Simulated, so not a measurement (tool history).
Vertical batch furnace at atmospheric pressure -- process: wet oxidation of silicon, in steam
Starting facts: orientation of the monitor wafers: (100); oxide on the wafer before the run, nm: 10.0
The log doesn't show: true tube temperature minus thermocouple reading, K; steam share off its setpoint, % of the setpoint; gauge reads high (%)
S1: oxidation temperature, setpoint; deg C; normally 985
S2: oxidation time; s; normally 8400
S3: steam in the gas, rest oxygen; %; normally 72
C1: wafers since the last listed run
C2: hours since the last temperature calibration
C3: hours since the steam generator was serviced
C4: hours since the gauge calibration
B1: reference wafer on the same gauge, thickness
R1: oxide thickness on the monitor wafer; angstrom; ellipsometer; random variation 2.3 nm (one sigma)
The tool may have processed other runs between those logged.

run,hour,S1,S2,S3,C1,C2,C3,C4,B1,R1
1,0.0,985,8400,69,0,2273.6,3270.0,374.9,549.15,4840.3
2,169.6,985,8400,69,1287,2443.2,3439.6,544.5,549.00,4795.2
3,193.7,985,8400,69,182,2467.3,3463.7,568.6,549.30,4797.7
4,227.4,974,6810,72,255,2501.0,3497.4,602.3,548.80,3958.5
5,259.3,985,8400,72,242,2532.9,3529.3,634.2,549.34,4938.9
6,311.7,985,8400,72,397,2585.3,3581.7,686.6,548.89,4945.0
7,367.6,985,8400,72,424,2641.2,3637.6,742.5,548.82,4951.5
8,411.6,985,6750,72,333,2685.2,3681.6,786.5,549.28,4246.4
9,447.2,985,6750,72,270,2720.8,3717.2,822.1,548.85,4251.3
10,506.4,985,8400,72,449,2780.0,3776.4,881.3,548.92,4900.6
11,561.3,985,8400,72,416,2834.9,3831.3,936.2,549.09,4879.9
12,614.0,985,8400,68,399,2887.6,3884.0,988.9,549.28,4693.8
13,680.0,985,8400,68,500,2953.6,3950.0,1054.9,549.19,4699.5
14,733.3,985,8400,72,404,3006.9,4003.3,1108.2,549.17,4824.9
15,769.4,963,8400,63,273,3043.0,4039.4,1144.3,549.07,3767.0
16,817.0,963,8400,72,361,3090.6,4087.0,1191.9,548.71,4132.4
# hour 882.5: steam generator serviced
17,883.0,985,8400,72,318,3156.6,0.5,1257.9,549.03,5224.8
18,909.0,970,5160,63,197,3182.6,26.5,1283.9,549.15,3022.3
# hour 931.4: gauge calibrated
19,954.5,985,8400,80,345,3228.1,72.0,23.1,548.85,5573.7
20,997.0,1009,8400,69,322,3270.6,114.5,65.6,549.27,5939.5
21,1028.1,985,5940,64,236,3301.7,145.6,96.7,548.94,3796.4
# hour 1108.4: thermocouples replaced and temperature profile calibrated
22,1108.9,985,5460,66,431,0.5,226.4,177.5,548.98,3686.1
23,1162.6,985,8400,72,407,54.2,280.1,231.2,549.30,5183.8
24,1216.6,985,8400,78,409,108.2,334.1,285.2,549.05,5473.2
25,1253.5,985,11220,67,280,145.1,371.0,322.1,548.99,6008.9
26,1302.1,985,8400,72,368,193.7,419.6,370.7,548.86,5214.5
27,1361.7,985,11730,79,452,253.3,479.2,430.3,549.11,6853.2
28,1391.3,967,10860,80,224,282.9,508.8,459.9,549.15,5867.6
29,1458.5,1009,7110,60,510,350.1,576.0,527.1,548.87,4848.6

Entry by entry between the runs, the difference in hidden state between the last listed run before and the first listed run after:
Between runs 16 and 17: steam generator serviced (hour 882.5)
  steam share off its setpoint, % of the setpoint: -10.4 -> -0.161
  measured less the result without the state, R1: -331.9 -> -5.6 angstrom
Between runs 18 and 19: gauge calibrated (hour 931.4)
  steam share off its setpoint, % of the setpoint: -0.161 -> -0.164
  measured less the result without the state, R1: -3.6 -> -6.0 angstrom
Between runs 21 and 22: thermocouples replaced and temperature profile calibrated (hour 1108.4)
  steam share off its setpoint, % of the setpoint: -0.173 -> -0.19
  measured less the result without the state, R1: -4.5 -> -4.9 angstrom
